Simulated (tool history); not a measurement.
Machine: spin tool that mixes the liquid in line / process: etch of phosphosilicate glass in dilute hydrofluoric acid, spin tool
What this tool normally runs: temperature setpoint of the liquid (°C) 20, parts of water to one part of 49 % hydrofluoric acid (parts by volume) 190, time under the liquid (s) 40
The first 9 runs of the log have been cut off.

| run | hour | temperature setpoint of the liquid (°C) | parts of water to one part of 49 % hydrofluoric acid (parts by volume) | time under the liquid (s) | read-back film thickness of the phosphosilicate glass reference wafer, read on the same gauge (nm) | thickness taken off the phosphosilicate glass on a monitor wafer (Å) |
|---|---|---|---|---|---|---|
| 10 | 322 | 20 | 190 | 25 | 89.98 | 83.5 |
| 11 | 349 | 20 | 190 | 40 | 90.01 | 134.4 |
| 12 | 372.5 | 20 | 220 | 15 | 90.01 | 42 |
| 13 | 467.5 | 17 | 190 | 40 | 89.97 | 119.1 |
| 14 | 498.8 | 23 | 225 | 60 | 90.02 | 184.4 |
|  | 513.3 | thermometer replaced |
| 15 | 513.8 | 20 | 190 | 40 | 90.01 | 135.2 |
| 16 | 537.5 | 17 | 190 | 20 | 90.03 | 60 |
| 17 | 567.3 | 24.5 | 190 | 40 | 90.03 | 160.1 |
| 18 | 611.3 | 21.5 | 255 | 15 | 90.03 | 37.9 |
| 19 | 627.5 | 20 | 230 | 40 | 89.96 | 107.3 |
| 20 | 646.2 | 20 | 190 | 40 | 90.02 | 135.7 |
| 21 | 670.8 | 20 | 190 | 40 | 90.06 | 135.1 |
| 22 | 689.7 | 18.5 | 190 | 40 | 89.98 | 128 |
| 23 | 720.5 | 20 | 100 | 40 | 90.01 | 284.2 |
| 24 | 735.7 | 23 | 270 | 25 | 89.95 | 62.3 |
| 25 | 763.4 | 24.5 | 255 | 55 | 89.99 | 155.4 |
| 26 | 835.6 | 21.5 | 100 | 65 | 90.01 | 487.9 |
| 27 | 850.1 | 17 | 270 | 25 | 90.01 | 49.4 |
| 28 | 883 | 20 | 190 | 40 | 90.02 | 136.4 |
| 29 | 917.6 | 20 | 190 | 55 | 90.02 | 187.4 |
| 30 | 937.4 | 20 | 190 | 40 | 90.01 | 136.3 |
| 31 | 961.2 | 20 | 190 | 40 | 89.96 | 137.1 |

Forecast run 32:
| 32 | 988 | 22.5 | 265 | 60 | ? | ? |

Logged for run 32: read-back film thickness of the phosphosilicate glass reference wafer, read on the same gauge (nm) 89.97, thickness taken off the phosphosilicate glass on a monitor wafer (Å) 150.4.
With the hidden condition absent and the run-to-run variation left alone, this run would have shown thickness taken off the phosphosilicate glass on a monitor wafer (Å) 145.5.

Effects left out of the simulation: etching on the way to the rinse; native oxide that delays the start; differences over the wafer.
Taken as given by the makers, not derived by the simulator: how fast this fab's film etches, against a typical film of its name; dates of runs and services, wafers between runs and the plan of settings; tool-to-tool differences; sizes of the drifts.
